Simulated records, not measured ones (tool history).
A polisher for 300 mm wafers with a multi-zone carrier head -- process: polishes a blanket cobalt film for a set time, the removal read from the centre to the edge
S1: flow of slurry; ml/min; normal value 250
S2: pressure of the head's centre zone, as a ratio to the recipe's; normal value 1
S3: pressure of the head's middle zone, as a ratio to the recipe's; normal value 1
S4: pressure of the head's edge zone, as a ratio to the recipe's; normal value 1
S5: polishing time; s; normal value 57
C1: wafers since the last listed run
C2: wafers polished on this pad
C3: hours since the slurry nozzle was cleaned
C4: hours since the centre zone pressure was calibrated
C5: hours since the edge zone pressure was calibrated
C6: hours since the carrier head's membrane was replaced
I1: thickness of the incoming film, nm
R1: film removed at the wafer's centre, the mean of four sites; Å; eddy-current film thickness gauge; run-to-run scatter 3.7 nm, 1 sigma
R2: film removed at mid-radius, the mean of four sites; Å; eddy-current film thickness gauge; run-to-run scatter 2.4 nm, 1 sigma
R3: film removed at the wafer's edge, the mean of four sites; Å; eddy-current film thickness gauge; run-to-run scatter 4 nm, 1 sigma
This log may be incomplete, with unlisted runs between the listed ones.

Run 1, hour 0: usual settings; C1 0; C2 2006; C3 4.7; C4 593.7; C5 67.9; C6 1241.2; I1 880.2. Result: R1 3197 Å, R2 3150 Å, R3 3165 Å.
Run 2, hour 26.8: usual settings but S1 220 ml/min, S2 1.1, S4 1.07; C1 238; C2 2245; C3 31.5; C4 620.5; C5 94.7; C6 1268; I1 885.7. Result: R1 3428 Å, R2 3098 Å, R3 3198 Å.
Run 3, hour 218: usual settings but S2 0.89, S5 75 s; C1 1703; C2 3948; C3 222.7; C4 811.7; C5 285.9; C6 1459.2; I1 877.5. Result: R1 3730 Å, R2 4101 Å, R3 4220 Å.
At hour 263.1: worn pad replaced by a new one.
Run 4, hour 263.6: usual settings but S2 1.09, S4 0.91; C1 370; C2 4; C3 268.3; C4 857.3; C5 331.5; C6 1504.8; I1 887.9. Result: R1 3512 Å, R2 3161 Å, R3 2964 Å.
Run 5, hour 301.4: usual settings but S1 290 ml/min, S5 64 s; C1 336; C2 341; C3 306.1; C4 895.1; C5 369.3; C6 1542.6; I1 897.1. Result: R1 3635 Å, R2 3609 Å, R3 3490 Å.
Run 6, hour 329.8: usual settings but S3 1.08; C1 252; C2 594; C3 334.5; C4 923.5; C5 397.7; C6 1571; I1 894.9. Result: R1 3185 Å, R2 3374 Å, R3 3119 Å.
At hour 345.5: centre zone pressure recalibrated.
Run 7, hour 354.8: usual settings but S1 220 ml/min, S2 1.09, S3 1.04, S5 46 s; C1 204; C2 798; C3 359.5; C4 9.3; C5 422.7; C6 1596; I1 882.2. Result: R1 2752 Å, R2 2592 Å, R3 2521 Å.
Run 8, hour 413.8: usual settings but S2 1.12, S3 0.93; C1 525; C2 1324; C3 418.5; C4 68.3; C5 481.7; C6 1655; I1 888. Result: R1 3581 Å, R2 2939 Å, R3 3187 Å.
Run 9, hour 444.6: usual settings; C1 274; C2 1598; C3 449.3; C4 99.1; C5 512.5; C6 1685.8; I1 882.6. Result: R1 3204 Å, R2 3104 Å, R3 3094 Å.
At hour 454.5: slurry nozzle cleaned.
Run 10, hour 487.5: usual settings but S1 200 ml/min, S2 1.11, S4 0.95, S5 46 s; C1 373; C2 1972; C3 33; C4 142; C5 555.4; C6 1728.7; I1 901.6. Result: R1 2690 Å, R2 2439 Å, R3 2396 Å.
Run 11, hour 522.2: usual settings but S3 1.1; C1 309; C2 2281; C3 67.7; C4 176.7; C5 590.1; C6 1763.4; I1 892. Result: R1 3184 Å, R2 3429 Å, R3 3182 Å.
Run 12, hour 551.4: usual settings but S2 1.08, S3 1.08; C1 260; C2 2541; C3 96.9; C4 205.9; C5 619.3; C6 1792.6; I1 890.6. Result: R1 3479 Å, R2 3356 Å, R3 3252 Å.
Run 13, hour 596.2: usual settings but S1 280 ml/min, S2 0.97, S3 0.88; C1 399; C2 2940; C3 141.7; C4 250.7; C5 664.1; C6 1837.4; I1 894.4. Result: R1 3172 Å, R2 2837 Å, R3 3209 Å.
At hour 619: carrier head's membrane replaced by a new one.
Run 14, hour 620.7: usual settings but S1 310 ml/min, S2 0.91, S3 0.95; C1 173; C2 3113; C3 166.2; C4 275.2; C5 688.6; C6 1.7; I1 908.6. Result: R1 3005 Å, R2 3095 Å, R3 3272 Å.
Run 15, hour 680.4: usual settings but S3 1.05; C1 531; C2 3645; C3 225.9; C4 334.9; C5 748.3; C6 61.4; I1 873.6. Result: R1 3240 Å, R2 3270 Å, R3 3163 Å.
Run 16, hour 732: usual settings but S4 1.07; C1 459; C2 4105; C3 277.5; C4 386.5; C5 799.9; C6 113; I1 883.4. Result: R1 3196 Å, R2 3141 Å, R3 3207 Å.
At hour 791.9: worn pad replaced by a new one.
Run 17, hour 799.4: usual settings; C1 564; C2 66; C3 344.9; C4 453.9; C5 867.3; C6 180.4; I1 885.4. Result: R1 3165 Å, R2 3145 Å, R3 3143 Å.
Run 18, hour 1009.8: usual settings but S4 1.03; C1 1874; C2 1940; C3 555.3; C4 664.3; C5 1077.7; C6 390.8; I1 871. Result: R1 3178 Å, R2 3118 Å, R3 3245 Å.
At hour 1056.5: slurry nozzle cleaned.
Run 19, hour 1058.2: usual settings; C1 422; C2 2362; C3 1.7; C4 712.7; C5 1126.1; C6 439.2; I1 902.1. Result: R1 3171 Å, R2 3123 Å, R3 3235 Å.
At hour 1098: edge zone pressure recalibrated.
Run 20, hour 1125.5: usual settings but S2 0.88, S4 0.91; C1 581; C2 2944; C3 69; C4 780; C5 27.5; C6 506.5; I1 897.9. Result: R1 2738 Å, R2 3150 Å, R3 2959 Å.
Run 21, hour 1149.9: usual settings but S1 290 ml/min, S5 64 s; C1 217; C2 3161; C3 93.4; C4 804.4; C5 51.9; C6 530.9; I1 884.6. Result: R1 3610 Å, R2 3595 Å, R3 3560 Å.
At hour 1188.6: worn pad replaced by a new one.
Run 22, hour 1202.8: usual settings but S2 0.96, S5 47 s; C1 435; C2 126; C3 146.3; C4 857.3; C5 104.8; C6 583.8; I1 886.1. Result: R1 2539 Å, R2 2597 Å, R3 2646 Å.
Run 23, hour 1244: usual settings; C1 366; C2 493; C3 187.5; C4 898.5; C5 146; C6 625; I1 881.1. Result: R1 3157 Å, R2 3107 Å, R3 3222 Å.

What if the next run were any one of these 3? Each begins from the tool's condition after run 23:
Run A, hour 1244.4: usual settings; C1 3; C2 497; C3 187.9; C4 898.9; C5 146.4; C6 625.4; I1 893.6. Result: R1 ?, R2 ?, R3 ?.
Run B, hour 1244.4: usual settings but S1 290 ml/min, S2 0.93, S4 0.92, S5 68 s; C1 3; C2 497; C3 187.9; C4 898.9; C5 146.4; C6 625.4; I1 893.6. Result: R1 ?, R2 ?, R3 ?.
Run C, hour 1244.4: usual settings but S3 0.9, S4 1.09, S5 65 s; C1 3; C2 497; C3 187.9; C4 898.9; C5 146.4; C6 625.4; I1 893.6. Result: R1 ?, R2 ?, R3 ?.

run    R1    R2    R3
  A  3105  3155  3112
  B  3510  3832  3617
  C  3538  3293  3708
Had the tool no hidden state, the same runs would have come out as:
run    R1    R2    R3
  A  3105  3155  3112
  B  3510  3832  3617
  C  3538  3293  3708
